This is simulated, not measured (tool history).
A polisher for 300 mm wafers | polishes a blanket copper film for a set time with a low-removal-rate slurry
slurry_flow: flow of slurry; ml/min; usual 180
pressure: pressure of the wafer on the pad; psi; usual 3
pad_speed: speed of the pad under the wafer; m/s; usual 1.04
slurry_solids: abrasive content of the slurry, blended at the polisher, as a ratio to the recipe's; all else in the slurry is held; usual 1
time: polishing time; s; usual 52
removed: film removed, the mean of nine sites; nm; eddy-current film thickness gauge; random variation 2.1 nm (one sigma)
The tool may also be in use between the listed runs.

run	hour	slurry_flow	pressure	pad_speed	slurry_solids	time	incoming thickness of the incoming film, nm	removed
1	0	180	3	1.04	1	52	1476.5	155.5
2	27.2	180	3	1.04	1	52	1509.5	150.5
3	62.9	180	3	1.04	1	52	1477.4	151.3
4	86.5	180	3	1.04	1	52	1498.4	146.4
5	117.5	155	3	0.76	1	52	1477	104.4
# hour 129: worn pad replaced by a new one
6	139.6	155	3	0.76	1	52	1471.5	116.2
7	171.5	180	3	0.68	1	52	1484.7	106.1
8	192.9	180	3	1.04	1	52	1490.5	160.8
9	216.2	180	3	1.04	1	52	1465.3	162.5
10	242.3	180	3	1.04	1	52	1486.3	157.8
# hour 263.7: slurry nozzle cleaned
11	273.5	215	3	1.04	1	52	1488.1	157
12	296.9	180	3	1.04	1	52	1489.9	154.7
13	318.7	140	3	1.04	1	69	1472.3	196.8
14	331.5	180	3	1.04	1	52	1487	155.2
15	364.2	180	3	1.04	1	52	1489.4	148.3
16	384.6	180	3	1.04	1.2	37	1474.1	108.3
# hour 404.5: worn pad replaced by a new one
17	408.5	125	3	1.04	1.3	52	1478	165
18	442.2	180	3	0.84	1	70	1517.5	186.2
19	468.6	180	3.6	0.8	0.85	52	1511.4	150.9
# hour 485.1: slurry blender recalibrated
20	495	180	3	1.04	1	52	1519.7	163.1
21	524.6	180	3	1.04	1	52	1466	163.9
22	539.7	180	3.8	1.04	1	52	1507.9	205.7
# hour 561.5: slurry nozzle cleaned
23	565.8	135	3	1.28	1	52	1470	188.2
24	584.9	200	3	0.88	0.8	42	1470.4	108.3
25	679.1	180	3	1.04	0.8	64	1482.6	179.3
# hour 688.8: worn pad replaced by a new one
26	713.1	180	3.6	1.04	1	35	1469.4	139.4
27	732.8	180	3	1.04	1	52	1458.9	168.8
28	766.9	180	3	0.94	1	52	1514.2	150.6
29	796.4	145	2	0.92	0.85	52	1495.3	92.3

Measured less the same run without the tool's hidden state. The same run-to-run variation is in both; the gauge's scatter may not be:
The hidden state here: removal rate lost through wear of the pad, %; slurry flow missing at the pad, %; deviation of the head's pressure from its setpoint, %; abrasive missing from the slurry, %.
run	removed
1	-5.5
2	-6.4
3	-8.1
4	-9
5	-7.6
6	+3.7
7	+2.4
8	+2.5
9	+1.2
10	-0.3
11	-2.1
12	-3.5
13	-6.2
14	-5.7
15	-7.6
16	-6.6
17	+11.6
18	+10.8
19	+7.3
20	+6.2
21	+4.3
22	+4
23	+1.5
24	+0
25	-8.1
26	+10.3
27	+11.2
28	+7.9
29	+3.6
